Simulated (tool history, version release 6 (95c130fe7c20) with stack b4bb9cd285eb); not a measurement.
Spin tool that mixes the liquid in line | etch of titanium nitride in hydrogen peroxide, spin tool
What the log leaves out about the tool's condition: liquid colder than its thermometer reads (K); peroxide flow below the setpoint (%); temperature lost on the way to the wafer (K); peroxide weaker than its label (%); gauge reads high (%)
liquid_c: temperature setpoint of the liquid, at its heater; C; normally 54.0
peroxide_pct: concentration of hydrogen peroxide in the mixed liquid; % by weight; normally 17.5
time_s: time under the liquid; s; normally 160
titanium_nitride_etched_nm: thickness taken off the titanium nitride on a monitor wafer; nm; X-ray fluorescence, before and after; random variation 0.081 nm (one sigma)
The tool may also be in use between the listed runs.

| run | day | liquid_c | peroxide_pct | time_s | wafers since the last listed run | hours since the thermometer was replaced | hours since the peroxide flow meter was replaced | hours since the heated supply line was repaired | hours since the drum of peroxide was connected | hours since the gauge calibration | read-back film thickness of the titanium nitride reference wafer, read on the same gauge (nm) | titanium_nitride_etched_nm |
|---|---|---|---|---|---|---|---|---|---|---|---|---|
| 1 | 0.000 | 60.0 | 17.5 | 160 | 0 | 1106.4 | 256.0 | 468.8 | 826.7 | 299.5 | 100.03 | 17.00 |
| 2 | 3.092 | 54.0 | 17.5 | 95 | 725 | 1180.6 | 330.2 | 543.0 | 900.9 | 373.7 | 100.00 | 6.72 |
| 3 | 5.038 | 54.0 | 17.5 | 160 | 456 | 1227.3 | 376.9 | 589.7 | 947.6 | 420.4 | 99.96 | 11.12 |
| 4 | 9.538 | 54.0 | 17.5 | 160 | 1055 | 1335.3 | 484.9 | 697.7 | 1055.6 | 528.4 | 100.03 | 11.20 |
| 5 | 11.792 | 54.0 | 17.5 | 160 | 528 | 1389.4 | 539.0 | 751.8 | 1109.7 | 582.5 | 100.01 | 10.96 |
| 6 | 14.358 | 54.0 | 17.5 | 160 | 602 | 1451.0 | 600.6 | 813.4 | 1171.3 | 644.1 | 99.99 | 10.90 |
| 7 | 18.746 | 54.0 | 17.5 | 160 | 1029 | 1556.3 | 705.9 | 918.7 | 1276.6 | 749.4 | 100.03 | 11.05 |
| 8 | 22.096 | 54.0 | 17.5 | 160 | 785 | 1636.7 | 786.3 | 999.1 | 1357.0 | 829.8 | 99.99 | 10.86 |
| 9 | 25.679 | 54.0 | 17.5 | 160 | 840 | 1722.7 | 872.3 | 1085.1 | 1443.0 | 915.8 | 100.04 | 10.87 |
| 10 | 29.517 | 59.0 | 17.5 | 160 | 900 | 1814.8 | 964.4 | 1177.2 | 1535.1 | 1007.9 | 99.96 | 15.38 |
|  | 29.942 | peroxide flow meter replaced |
|  | 32.746 | new drum of peroxide connected |
| 11 | 33.625 | 59.0 | 17.5 | 160 | 944 | 1913.4 | 88.4 | 1275.8 | 21.1 | 1106.5 | 100.02 | 15.52 |
| 12 | 36.371 | 54.0 | 16.0 | 160 | 644 | 1979.3 | 154.3 | 1341.7 | 87.0 | 1172.4 | 100.01 | 10.71 |
|  | 40.075 | thermometer replaced |
| 13 | 40.096 | 48.0 | 17.5 | 95 | 864 | 0.5 | 243.7 | 1431.1 | 176.4 | 1261.8 | 99.94 | 4.19 |
| 14 | 44.175 | 60.0 | 17.5 | 160 | 956 | 98.4 | 341.6 | 1529.0 | 274.3 | 1359.7 | 100.00 | 16.35 |
| 15 | 47.000 | 47.5 | 12.5 | 95 | 662 | 166.2 | 409.4 | 1596.8 | 342.1 | 1427.5 | 100.03 | 3.72 |
| 16 | 49.462 | 63.0 | 14.5 | 160 | 577 | 225.3 | 468.5 | 1655.9 | 401.2 | 1486.6 | 99.98 | 19.35 |
| 17 | 53.792 | 54.0 | 17.5 | 105 | 1015 | 329.2 | 572.4 | 1759.8 | 505.1 | 1590.5 | 99.96 | 6.99 |
| 18 | 57.229 | 54.0 | 17.5 | 160 | 806 | 411.7 | 654.9 | 1842.3 | 587.6 | 1673.0 | 100.00 | 10.44 |
| 19 | 59.021 | 63.5 | 19.0 | 205 | 420 | 454.7 | 697.9 | 1885.3 | 630.6 | 1716.0 | 99.96 | 26.46 |
| 20 | 63.079 | 54.0 | 17.5 | 160 | 952 | 552.1 | 795.3 | 1982.7 | 728.0 | 1813.4 | 100.01 | 10.40 |
|  | 64.892 | gauge calibrated |
| 21 | 65.438 | 60.5 | 20.0 | 200 | 553 | 608.7 | 851.9 | 2039.3 | 784.6 | 13.1 | 100.00 | 21.09 |
| 22 | 68.842 | 54.0 | 17.5 | 160 | 798 | 690.4 | 933.6 | 2121.0 | 866.3 | 94.8 | 99.96 | 10.46 |
|  | 69.288 | peroxide flow meter replaced |
| 23 | 71.208 | 54.0 | 17.5 | 160 | 545 | 747.2 | 46.1 | 2177.8 | 923.1 | 151.6 | 100.00 | 10.63 |
|  | 76.712 | heated supply line repaired |
| 24 | 84.117 | 47.0 | 21.5 | 75 | 3018 | 1057.0 | 355.9 | 177.7 | 1232.9 | 461.4 | 99.98 | 3.37 |
|  | 85.100 | new drum of peroxide connected |
| 25 | 96.300 | 51.0 | 22.0 | 160 | 2848 | 1349.4 | 648.3 | 470.1 | 268.8 | 753.8 | 100.00 | 9.59 |
| 26 | 99.600 | 50.5 | 17.5 | 160 | 774 | 1428.6 | 727.5 | 549.3 | 348.0 | 833.0 | 99.99 | 8.58 |

3 ways to go on from here, each from the tool as it stands after run 26. What would each give?
| A | 99.621 | 54.0 | 17.5 | 90 | 4 | 1429.1 | 728.0 | 549.8 | 348.5 | 833.5 | ? | ? |
| B | 99.621 | 59.0 | 20.0 | 205 | 4 | 1429.1 | 728.0 | 549.8 | 348.5 | 833.5 | ? | ? |
| C | 99.621 | 54.0 | 16.0 | 245 | 4 | 1429.1 | 728.0 | 549.8 | 348.5 | 833.5 | ? | ? |

| run | read-back film thickness of the titanium nitride reference wafer, read on the same gauge (nm) | titanium_nitride_etched_nm |
|---|---|---|
| A | 100.04 | 6.27 |
| B | 100.04 | 20.82 |
| C | 100.04 | 16.76 |
Without the tool's unlogged condition, the same runs would have read:
| run | titanium_nitride_etched_nm |
|---|---|
| A | 6.58 |
| B | 21.81 |
| C | 17.57 |

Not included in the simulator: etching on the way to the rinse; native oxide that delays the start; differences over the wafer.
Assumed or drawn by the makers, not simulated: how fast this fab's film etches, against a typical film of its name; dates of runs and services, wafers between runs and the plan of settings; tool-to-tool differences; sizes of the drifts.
